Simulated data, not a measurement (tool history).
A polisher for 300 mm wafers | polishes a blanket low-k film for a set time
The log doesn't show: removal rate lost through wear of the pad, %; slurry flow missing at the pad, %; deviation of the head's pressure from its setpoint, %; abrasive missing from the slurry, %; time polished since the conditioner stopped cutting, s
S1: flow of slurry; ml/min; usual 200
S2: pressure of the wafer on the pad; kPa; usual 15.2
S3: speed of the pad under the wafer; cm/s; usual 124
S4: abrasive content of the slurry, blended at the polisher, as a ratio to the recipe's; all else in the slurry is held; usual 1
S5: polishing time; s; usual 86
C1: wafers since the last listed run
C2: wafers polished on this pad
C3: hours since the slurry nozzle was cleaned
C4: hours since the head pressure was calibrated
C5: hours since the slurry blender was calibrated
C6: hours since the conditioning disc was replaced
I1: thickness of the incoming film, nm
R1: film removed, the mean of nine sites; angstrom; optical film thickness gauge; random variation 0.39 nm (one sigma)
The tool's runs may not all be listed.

run	hour	S1	S2	S3	S4	S5	C1	C2	C3	C4	C5	C6	I1	R1
1	0	200	15.2	124	1	86	0	397	97.6	785.5	260.2	281	310.4	528
2	7.7	200	15.2	124	1	86	75	473	105.3	793.2	267.9	288.7	312.2	530
3	15.6	240	15.2	124	1	86	77	551	113.2	801.1	275.8	296.6	313.2	544
4	24.4	200	15.2	124	1	86	86	638	122	809.9	284.6	305.4	310.2	527
5	33.2	200	15.2	124	1	77	86	725	130.8	818.7	293.4	314.2	311.7	473
6	40.6	200	15.2	124	1	77	72	798	138.2	826.1	300.8	321.6	307	466
7	49.7	200	15.2	124	1	77	89	887	147.3	835.2	309.9	330.7	311.3	473
# hour 57.7: worn pad replaced by a new one
8	61.5	200	15.2	98	1	86	76	37	159.1	847	321.7	342.5	311.8	439
# hour 94.3: slurry blender recalibrated
9	103.8	200	15.2	124	1	86	397	434	201.4	889.3	9.5	384.8	307.5	522
10	121.2	150	15.2	124	1	86	171	606	218.8	906.7	26.9	402.2	312.6	498
11	133.6	200	15.2	124	1	86	122	728	231.2	919.1	39.3	414.6	307.2	523
# hour 144.7: slurry nozzle cleaned
12	146	200	15.2	124	1	86	112	841	1.3	931.5	51.7	427	304.2	526
# hour 149.3: conditioning disc replaced and pad reconditioned
# hour 149.7: head pressure recalibrated
# hour 155.2: worn pad replaced by a new one
13	155.7	200	17.2	124	1	86	33	5	11	6	61.4	6.4	313.1	627
14	178.2	200	15.2	124	1	77	221	226	33.5	28.5	83.9	28.9	308.4	496
15	191.1	200	15.2	136	1	86	127	354	46.4	41.4	96.8	41.8	306.5	589
16	207.8	240	15.2	84	1.3	86	164	518	63.1	58.1	113.5	58.5	310.5	464

The next listed run, before its measurement:
17	217.4	225	15.2	124	1.2	57	94	613	72.7	67.7	123.1	68.1	314.2	?

Run 17 gave R1 396 angstrom.
Without the tool's hidden state the same run would have given R1 407 angstrom.
